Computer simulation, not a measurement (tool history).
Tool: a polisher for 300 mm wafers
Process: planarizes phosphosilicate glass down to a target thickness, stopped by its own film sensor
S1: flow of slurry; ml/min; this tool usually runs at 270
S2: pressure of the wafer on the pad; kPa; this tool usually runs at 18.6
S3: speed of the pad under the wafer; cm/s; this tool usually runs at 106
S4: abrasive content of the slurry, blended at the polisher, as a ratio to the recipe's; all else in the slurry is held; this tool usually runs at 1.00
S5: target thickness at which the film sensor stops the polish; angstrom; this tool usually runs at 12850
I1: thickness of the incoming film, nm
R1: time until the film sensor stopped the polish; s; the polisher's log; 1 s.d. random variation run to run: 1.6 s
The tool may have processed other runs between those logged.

{"run": 1, "hour": 0.0, "S1": 270, "S2": 18.6, "S3": 106, "S4": 1.0, "S5": 12850, "I1": 2174.0, "R1": 93.5}
{"run": 2, "hour": 6.8, "S1": 270, "S2": 18.6, "S3": 134, "S4": 1.0, "S5": 12850, "I1": 2172.8, "R1": 83.2}
{"run": 3, "hour": 15.6, "S1": 270, "S2": 18.6, "S3": 134, "S4": 1.0, "S5": 12850, "I1": 2207.1, "R1": 87.6}
{"run": 4, "hour": 33.0, "S1": 270, "S2": 18.6, "S3": 134, "S4": 1.0, "S5": 12850, "I1": 2219.6, "R1": 85.2}
{"run": 5, "hour": 49.4, "S1": 270, "S2": 18.6, "S3": 106, "S4": 1.15, "S5": 12850, "I1": 2152.7, "R1": 86.0}
{"hour": 76.8, "done": "conditioning disc replaced and pad reconditioned"}
{"hour": 85.4, "done": "slurry blender recalibrated"}
{"hour": 91.5, "done": "worn pad replaced by a new one"}
{"run": 6, "hour": 92.0, "S1": 270, "S2": 18.6, "S3": 106, "S4": 1.15, "S5": 12850, "I1": 2187.8, "R1": 92.7}
{"run": 7, "hour": 105.0, "S1": 270, "S2": 17.2, "S3": 106, "S4": 1.0, "S5": 12850, "I1": 2176.2, "R1": 101.9}
{"hour": 111.8, "done": "head pressure recalibrated"}
{"run": 8, "hour": 112.7, "S1": 305, "S2": 18.6, "S3": 106, "S4": 1.0, "S5": 12850, "I1": 2167.8, "R1": 94.9}
{"run": 9, "hour": 127.1, "S1": 270, "S2": 18.6, "S3": 106, "S4": 1.0, "S5": 12850, "I1": 2176.6, "R1": 100.7}
{"hour": 133.3, "done": "slurry nozzle cleaned"}
{"run": 10, "hour": 141.2, "S1": 270, "S2": 18.6, "S3": 70, "S4": 1.2, "S5": 12850, "I1": 2178.5, "R1": 110.4}
{"run": 11, "hour": 148.1, "S1": 270, "S2": 18.6, "S3": 106, "S4": 1.1, "S5": 12850, "I1": 2195.1, "R1": 94.3}
{"run": 12, "hour": 165.5, "S1": 310, "S2": 18.6, "S3": 106, "S4": 1.15, "S5": 15860, "I1": 2202.8, "R1": 62.1}
{"run": 13, "hour": 180.2, "S1": 310, "S2": 14.5, "S3": 106, "S4": 1.0, "S5": 11520, "I1": 2219.2, "R1": 134.4}
{"run": 14, "hour": 189.4, "S1": 270, "S2": 18.6, "S3": 106, "S4": 1.0, "S5": 12850, "I1": 2221.7, "R1": 104.0}
{"hour": 202.4, "done": "worn pad replaced by a new one"}
{"run": 15, "hour": 202.9, "S1": 270, "S2": 18.6, "S3": 106, "S4": 1.0, "S5": 15240, "I1": 2202.5, "R1": 72.9}
{"run": 16, "hour": 208.3, "S1": 270, "S2": 18.6, "S3": 106, "S4": 1.0, "S5": 14390, "I1": 2191.5, "R1": 81.7}
{"run": 17, "hour": 224.8, "S1": 360, "S2": 15.9, "S3": 106, "S4": 1.0, "S5": 12850, "I1": 2197.1, "R1": 108.2}

What if the next run were any one of these 4? Each begins from the tool's condition after run 17:
{"run": "A", "hour": 225.3, "S1": 270, "S2": 18.6, "S3": 106, "S4": 1.0, "S5": 12850, "I1": 2150.9, "R1": "?"}
{"run": "B", "hour": 225.3, "S1": 270, "S2": 18.6, "S3": 144, "S4": 1.0, "S5": 12850, "I1": 2150.9, "R1": "?"}
{"run": "C", "hour": 225.3, "S1": 270, "S2": 18.6, "S3": 142, "S4": 1.0, "S5": 9890, "I1": 2150.9, "R1": "?"}
{"run": "D", "hour": 225.3, "S1": 270, "S2": 18.6, "S3": 136, "S4": 1.1, "S5": 15070, "I1": 2150.9, "R1": "?"}

run=A R1=92.1
run=B R1=75.3
run=C R1=102.1
run=D R1=55.8
Without the tool's unlogged condition, the same runs would have read:
run=A R1=92.1
run=B R1=75.3
run=C R1=102.1
run=D R1=55.8
